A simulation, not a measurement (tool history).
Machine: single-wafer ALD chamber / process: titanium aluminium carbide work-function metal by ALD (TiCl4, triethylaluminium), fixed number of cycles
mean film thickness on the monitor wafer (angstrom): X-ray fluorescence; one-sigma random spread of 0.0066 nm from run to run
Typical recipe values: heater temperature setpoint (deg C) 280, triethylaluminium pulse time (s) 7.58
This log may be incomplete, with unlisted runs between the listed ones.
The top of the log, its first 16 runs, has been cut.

run    hour  heater temperature setpoint (deg C)  triethylaluminium pulse time (s)  wafers since the last listed run  hours since the last thermocouple change  hours since the last triethylaluminium bottle change  hours since the showerhead was replaced  hours since the gauge calibration  read-back reference wafer on the same gauge, thickness_nm  mean film thickness on the monitor wafer (angstrom)
 17  1002.8                                  290                              5.79                               381                                     595.8                                                1092.2                                    127.5                               99.1                                                       1.83                                                16.87
 18  1066.6                                  280                              7.58                               653                                     659.6                                                  1156                                    191.3                              162.9                                                      1.832                                                18.49
 19  1144.4                                  280                              9.04                               796                                     737.4                                                1233.8                                    269.1                              240.7                                                      1.828                                                19.38
 20  1250.8                                  274                              8.78                              1089                                     843.8                                                1340.2                                    375.5                              347.1                                                       1.83                                                18.85
     1287.1  -- triethylaluminium bottle replaced
 21  1356.3                                  280                              9.51                               998                                     949.3                                                  69.2                                      481                              452.6                                                      1.831                                                19.73
 22  1581.3                                  271                              5.37                              2304                                    1174.3                                                 294.2                                      706                              677.6                                                      1.829                                                14.55
 23  1684.9                                  280                              7.58                              1061                                    1277.9                                                 397.8                                    809.6                              781.2                                                      1.827                                                18.92
     1769.4  -- thermocouple changed; heater temperature recalibrated
 24  1809.7                                  280                              8.57                              1196                                      40.3                                                 522.6                                    934.4                                906                                                       1.83                                                18.93
 25    1862                                  280                              5.42                               535                                      92.6                                                 574.9                                    986.7                              958.3                                                       1.83                                                15.14
 26  1950.1                                  280                              7.58                               902                                     180.7                                                   663                                   1074.8                             1046.4                                                      1.831                                                18.32
 27  2040.4                                  269                              9.79                               924                                       271                                                 753.3                                   1165.1                             1136.7                                                       1.83                                                18.25
 28  2078.8                                  287                              5.31                               393                                     309.4                                                 791.7                                   1203.5                             1175.1                                                      1.828                                                15.33
 29  2149.7                                  280                              8.74                               726                                     380.3                                                 862.6                                   1274.4                               1246                                                      1.832                                                19.08
 30  2200.6                                  280                              9.47                               521                                     431.2                                                 913.5                                   1325.3                             1296.9                                                      1.831                                                19.38
 31  2252.9                                  280                              7.58                               535                                     483.5                                                 965.8                                   1377.6                             1349.2                                                      1.832                                                18.47
 32  2345.7                                  271                               6.8                               950                                     576.3                                                1058.6                                   1470.4                               1442                                                       1.83                                                16.78
 33  2416.4                                  280                              7.58                               724                                       647                                                1129.3                                   1541.1                             1512.7                                                       1.83                                                18.62
 34  2473.5                                  268                              5.59                               584                                     704.1                                                1186.4                                   1598.2                             1569.8                                                      1.828                                                14.53

3 options for the next run, each taken on its own from the tool as it stands now. Forecast them:
  A  2473.9                                  280                              7.58                                 4                                     704.5                                                1186.8                                   1598.6                             1570.2                                                          ?                                                    ?
  B  2473.9                                  292                              7.58                                 4                                     704.5                                                1186.8                                   1598.6                             1570.2                                                          ?                                                    ?
  C  2473.9                                  268                              7.58                                 4                                     704.5                                                1186.8                                   1598.6                             1570.2                                                          ?                                                    ?

run  read-back reference wafer on the same gauge, thickness_nm  mean film thickness on the monitor wafer (angstrom)
  A                                                      1.831                                                18.39
  B                                                      1.831                                                19.57
  C                                                      1.831                                                17.23
Stripped of hidden state, with their random variation kept, the same runs would have yielded:
run  mean film thickness on the monitor wafer (angstrom)
  A                                                18.29
  B                                                19.47
  C                                                17.14
